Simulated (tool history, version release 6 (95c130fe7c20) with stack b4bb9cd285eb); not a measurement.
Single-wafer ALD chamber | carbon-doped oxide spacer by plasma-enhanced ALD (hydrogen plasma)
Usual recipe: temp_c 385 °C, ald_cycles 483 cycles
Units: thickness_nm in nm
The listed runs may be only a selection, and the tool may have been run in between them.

run     day  temp_c  ald_cycles  read-back reference wafer on the same gauge, thickness_nm  thickness_nm
  1       0     385         483                                                     26.998          24.7
  2    2.45     385         483                                                     26.988        24.693
  3   5.154     374         552                                                     26.998        28.326
  4   8.121     374         552                                                     26.983        28.201
  5  10.462     374         552                                                     26.993        28.352
  6  11.796     385         483                                                     27.012        24.709
  7  13.121     385         483                                                      26.97        24.659
  8  15.321     397         483                                                     26.968        24.768
  9  16.375     385         483                                                     26.974        24.849
 10  18.708     385         483                                                     26.983        24.809
     19.029  -- gauge calibrated
 11  21.475     385         483                                                      27.25        25.127
 12  26.462     378         429                                                     27.184          22.1
 13  28.692     378         400                                                     27.126        20.649
 14  31.175     380         445                                                     27.098        23.018
 15  32.579     385         483                                                     27.101        24.896
      34.55  -- thermocouple changed; heater temperature recalibrated
 16  35.292     372         445                                                     27.108        22.813
 17  37.912     396         402                                                      27.05        20.635
 18  39.279     391         483                                                     27.103        24.802
 19  42.129     397         483                                                     27.052        24.829
 20  43.838     376         518                                                     27.017        26.529
 21  46.208     391         483                                                     27.013        24.767
 22  48.992     394         557                                                     26.994        28.485
 23  51.746     398         453                                                     26.974        23.193

Selected run-to-run steps in thickness_nm, each split into two signed amounts: the part the tool would show with no hidden state at all (from settings, incoming material and random variation), and the remainder, which goes to the hidden state together with any gauge scatter not common to the measured and the hidden-state-free results:
The tool's hidden condition here consists of: wafer temperature above the value expected at the setpoint (K); gauge reads high (%).
Run 10 -> 11: gauge calibrated. thickness_nm +0.318 nm: hidden state +0.255, all else +0.063.
Run 11 -> 12: temp_c 385 -> 378, ald_cycles 483 -> 429. thickness_nm -3.027 nm: hidden state -0.054, all else -2.973.
Run 17 -> 18: temp_c 396 -> 391, ald_cycles 402 -> 483. thickness_nm +4.167 nm: hidden state -0.044, all else +4.211.
Run 22 -> 23: temp_c 394 -> 398, ald_cycles 557 -> 453. thickness_nm -5.292 nm: hidden state +0.048, all else -5.34.

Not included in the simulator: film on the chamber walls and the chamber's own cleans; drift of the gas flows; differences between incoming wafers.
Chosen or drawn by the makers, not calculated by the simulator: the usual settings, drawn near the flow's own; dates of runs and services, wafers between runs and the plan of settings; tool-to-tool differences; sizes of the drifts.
